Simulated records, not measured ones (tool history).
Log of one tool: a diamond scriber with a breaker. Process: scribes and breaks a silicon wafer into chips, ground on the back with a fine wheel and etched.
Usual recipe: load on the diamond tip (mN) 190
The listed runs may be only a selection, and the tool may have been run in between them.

run	hour	load on the diamond tip (mN)	wafers since the last listed run	hours since the diamond tip was replaced	hours since the load on the tip was calibrated	incoming depth of the damage left on the back of the incoming wafer, um	depth of the median crack under the scribed line (nm)	chips rejected at inspection after the break (%)
1	0.0	170	0	199.3	174.1	0.60	8690	2.99
2	59.6	170	164	258.9	233.7	0.43	8690	2.78
3	103.3	170	120	302.6	277.4	0.48	8770	2.98
4	152.5	190	135	351.8	326.6	0.59	9780	1.66
5	201.5	190	134	400.8	375.6	0.65	9800	1.77
6	246.2	190	123	445.5	420.3	0.71	10000	1.52
7	279.2	190	90	478.5	453.3	0.74	9970	1.51
8	335.6	220	155	534.9	509.7	0.57	11520	4.86
9	387.5	220	142	586.8	561.6	0.44	11500	5.39
10	433.0	220	125	632.3	607.1	0.70	11450	4.49
11	491.6	190	161	690.9	665.7	0.57	10160	1.67
12	544.4	190	145	743.7	718.5	0.77	10040	1.80
13	605.5	190	168	804.8	779.6	0.49	10100	1.72
14	661.9	190	155	861.2	836.0	0.51	10130	1.61
15	732.8	142	195	932.1	906.9	0.58	7360	11.94
16	782.3	190	136	981.6	956.4	0.48	10300	1.87
# hour 833.8: diamond tip replaced by a new one
17	834.8	135	138	1.0	1008.9	0.77	7390	12.28
18	873.0	134	105	39.2	1047.1	0.36	7270	12.91
19	936.5	141	174	102.7	1110.6	0.77	7580	7.99
20	963.9	149	75	130.1	1138.0	0.75	8200	4.73
21	1013.4	211	136	179.6	1187.5	0.78	12010	6.65
# hour 1156.3: load on the tip recalibrated
22	1202.0	168	513	368.2	45.7	0.38	8450	4.40
23	1270.2	190	187	436.4	113.9	0.68	9330	1.74
24	1332.8	230	172	499.0	176.5	0.64	11540	5.15
25	1372.7	214	109	538.9	216.4	0.73	10750	2.91
26	1403.6	145	85	569.8	247.3	0.72	7130	12.20
27	1575.7	238	473	741.9	419.4	0.58	12030	8.25
28	1620.8	190	124	787.0	464.5	0.65	9770	1.52

For each entry between runs, how does the tool's hidden state at the last listed run before it compare with that at the first listed run after it?
In the gap between runs 16 and 17: diamond tip replaced by a new one (hour 833.8)
  share of the diamond tip's cutting effectiveness lost through wear, %: 7.58 -> 0.632; deviation of the load on the tip from its setpoint, %: 11.1 -> 11.6
  measured minus no-state result, depth of the median crack under the scribed line (nm): +510 -> +730; chips rejected at inspection after the break (%): +0.35 -> -8.35
In the gap between runs 21 and 22: load on the tip recalibrated (hour 1156.3)
  share of the diamond tip's cutting effectiveness lost through wear, %: 3.97 -> 5.96; deviation of the load on the tip from its setpoint, %: 13.4 -> 1.66
  measured minus no-state result, depth of the median crack under the scribed line (nm): +1100 -> -210; chips rejected at inspection after the break (%): +3.72 -> +0.85
